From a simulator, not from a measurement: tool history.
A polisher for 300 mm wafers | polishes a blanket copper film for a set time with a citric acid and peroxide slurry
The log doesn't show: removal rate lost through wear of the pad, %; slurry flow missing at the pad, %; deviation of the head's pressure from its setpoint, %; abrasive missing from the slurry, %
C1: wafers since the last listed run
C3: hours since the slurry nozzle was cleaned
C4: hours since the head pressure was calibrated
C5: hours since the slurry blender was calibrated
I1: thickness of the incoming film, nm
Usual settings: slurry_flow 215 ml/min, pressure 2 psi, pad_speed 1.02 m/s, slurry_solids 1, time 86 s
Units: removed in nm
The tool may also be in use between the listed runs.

Run 1, hour 0: usual settings; C1 0; wafers polished on this pad 2417; C3 411.5; C4 354.7; C5 491.4; I1 1051.1. Result: removed 129.4 nm.
At hour 45.2: slurry blender recalibrated.
Run 2, hour 67.7: usual settings; C1 863; wafers polished on this pad 3281; C3 479.2; C4 422.4; C5 22.5; I1 1055.9. Result: removed 141.4 nm.
Run 3, hour 101.3: usual settings; C1 441; wafers polished on this pad 3723; C3 512.8; C4 456; C5 56.1; I1 1077.6. Result: removed 137.1 nm.
At hour 118.9: slurry nozzle cleaned.
Run 4, hour 161.4: usual settings; C1 777; wafers polished on this pad 4500; C3 42.5; C4 516.1; C5 116.2; I1 1073.8. Result: removed 139 nm.
Run 5, hour 207: usual settings but slurry_flow 265 ml/min; C1 599; wafers polished on this pad 5099; C3 88.1; C4 561.7; C5 161.8; I1 1072.1. Result: removed 137.5 nm.
Run 6, hour 261.1: usual settings but slurry_flow 265 ml/min; C1 711; wafers polished on this pad 5811; C3 142.2; C4 615.8; C5 215.9; I1 1089.4. Result: removed 135.8 nm.
At hour 289.1: worn pad replaced by a new one.
Run 7, hour 325.3: usual settings but slurry_flow 265 ml/min; C1 791; wafers polished on this pad 475; C3 206.4; C4 680; C5 280.1; I1 1063.1. Result: removed 146.1 nm.
At hour 456.2: slurry blender recalibrated.
Run 8, hour 516.7: usual settings but pressure 1.5 psi; C1 2490; wafers polished on this pad 2965; C3 397.8; C4 871.4; C5 60.5; I1 1059.8. Result: removed 112.9 nm.
At hour 659.6: slurry nozzle cleaned.
Run 9, hour 690: usual settings but slurry_flow 255 ml/min, time 63 s; C1 2265; wafers polished on this pad 5231; C3 30.4; C4 1044.7; C5 233.8; I1 1082.5. Result: removed 100.5 nm.
At hour 817: worn pad replaced by a new one.
Run 10, hour 859.4: usual settings; C1 2174; wafers polished on this pad 558; C3 199.8; C4 1214.1; C5 403.2; I1 1077.2. Result: removed 135.5 nm.
Run 11, hour 905.2: usual settings; C1 602; wafers polished on this pad 1160; C3 245.6; C4 1259.9; C5 449; I1 1077.3. Result: removed 131.2 nm.
At hour 917.5: slurry blender recalibrated.
Run 12, hour 957.6: usual settings but slurry_solids 0.85, time 61 s; C1 662; wafers polished on this pad 1823; C3 298; C4 1312.3; C5 40.1; I1 1062.8. Result: removed 96.1 nm.
Run 13, hour 1019.7: usual settings but slurry_flow 195 ml/min, pad_speed 1.24 m/s; C1 816; wafers polished on this pad 2639; C3 360.1; C4 1374.4; C5 102.2; I1 1071.6. Result: removed 165.6 nm.
At hour 1037: head pressure recalibrated.
Run 14, hour 1085.4: usual settings but slurry_flow 165 ml/min, pressure 1.4 psi, pad_speed 1.12 m/s, time 101 s; C1 837; wafers polished on this pad 3477; C3 425.8; C4 48.4; C5 167.9; I1 1079.5. Result: removed 128.9 nm.
At hour 1102.2: slurry nozzle cleaned.
Run 15, hour 1123.2: usual settings; C1 483; wafers polished on this pad 3961; C3 21; C4 86.2; C5 205.7; I1 1080.4. Result: removed 135.4 nm.
Run 16, hour 1194.1: usual settings but slurry_flow 245 ml/min, pressure 1.4 psi, time 68 s; C1 932; wafers polished on this pad 4893; C3 91.9; C4 157.1; C5 276.6; I1 1077.7. Result: removed 83.3 nm.
At hour 1294: worn pad replaced by a new one.
Run 17, hour 1299.5: usual settings but slurry_solids 1.3; C1 1333; wafers polished on this pad 71; C3 197.3; C4 262.5; C5 382; I1 1061.8. Result: removed 143.7 nm.
Run 18, hour 1360: usual settings; C1 795; wafers polished on this pad 867; C3 257.8; C4 323; C5 442.5; I1 1067.2. Result: removed 129.3 nm.
Run 19, hour 1391.4: usual settings but slurry_flow 155 ml/min; C1 412; wafers polished on this pad 1280; C3 289.2; C4 354.4; C5 473.9; I1 1066.2. Result: removed 124.6 nm.
At hour 1449: slurry blender recalibrated.
Run 20, hour 1458.6: usual settings but slurry_flow 190 ml/min; C1 857; wafers polished on this pad 2137; C3 356.4; C4 421.6; C5 9.6; I1 1071.1. Result: removed 142.8 nm.
Run 21, hour 1511.4: usual settings but pad_speed 0.78 m/s, time 112 s; C1 694; wafers polished on this pad 2831; C3 409.2; C4 474.4; C5 62.4; I1 1068.5. Result: removed 137 nm.
At hour 1549.9: slurry nozzle cleaned.
Run 22, hour 1551.6: usual settings but slurry_flow 195 ml/min, pad_speed 1.24 m/s; C1 515; wafers polished on this pad 3347; C3 1.7; C4 514.6; C5 102.6; I1 1079.8. Result: removed 163.9 nm.
Run 23, hour 1618.1: usual settings but pressure 1.8 psi, pad_speed 1.3 m/s; C1 874; wafers polished on this pad 4221; C3 68.2; C4 581.1; C5 169.1; I1 1069. Result: removed 157.5 nm.
Run 24, hour 1690: usual settings; C1 945; wafers polished on this pad 5167; C3 140.1; C4 653; C5 241; I1 1048.8. Result: removed 133.5 nm.
Run 25, hour 1748.6: usual settings but pressure 2.2 psi, pad_speed 0.88 m/s, slurry_solids 1.15; C1 770; wafers polished on this pad 5937; C3 198.7; C4 711.6; C5 299.6; I1 1058.2. Result: removed 125.7 nm.
At hour 1815: worn pad replaced by a new one.
Run 26, hour 1818: usual settings but pressure 1.4 psi; C1 859; wafers polished on this pad 39; C3 268.1; C4 781; C5 369; I1 1060.6. Result: removed 108 nm.
Run 27, hour 1859.9: usual settings but slurry_flow 185 ml/min, pad_speed 0.78 m/s, time 116 s; C1 550; wafers polished on this pad 590; C3 310; C4 822.9; C5 410.9; I1 1064.2. Result: removed 138.4 nm.
Run 28, hour 1907.1: usual settings but pressure 1.4 psi, pad_speed 1.34 m/s, slurry_solids 0.9; C1 620; wafers polished on this pad 1211; C3 357.2; C4 870.1; C5 458.1; I1 1069.4. Result: removed 131.6 nm.
Run 29, hour 1939.6: usual settings but pressure 1.4 psi, pad_speed 0.74 m/s; C1 427; wafers polished on this pad 1638; C3 389.7; C4 902.6; C5 490.6; I1 1067.9. Result: removed 76.6 nm.
At hour 1960.9: slurry nozzle cleaned.
At hour 1970.4: slurry blender recalibrated.
Run 30, hour 1973.5: usual settings but slurry_solids 0.85, time 61 s; C1 406; wafers polished on this pad 2045; C3 12.6; C4 936.5; C5 3.1; I1 1057.9. Result: removed 97 nm.
Run 31, hour 2019.3: usual settings but slurry_solids 0.75; C1 602; wafers polished on this pad 2647; C3 58.4; C4 982.3; C5 48.9; I1 1083.3. Result: removed 131.4 nm.

3 ways to go on from here, each from the tool as it stands after run 31. What would each give?
Run A, hour 2019.7: usual settings but pressure 2.4 psi; C1 5; wafers polished on this pad 2652; C3 58.8; C4 982.7; C5 49.3; I1 1060.5. Result: removed ?.
Run B, hour 2019.7: usual settings but pressure 2.3 psi, pad_speed 0.74 m/s, slurry_solids 1.2, time 74 s; C1 5; wafers polished on this pad 2652; C3 58.8; C4 982.7; C5 49.3; I1 1060.5. Result: removed ?.
Run C, hour 2019.7: usual settings but pressure 2.2 psi, slurry_solids 1.2; C1 5; wafers polished on this pad 2652; C3 58.8; C4 982.7; C5 49.3; I1 1060.5. Result: removed ?.

run  removed
  A    162.4
  B    102.7
  C    157.3
Without the tool's hidden state the same runs would have given:
run  removed
  A    174.2
  B    110.2
  C    168.8
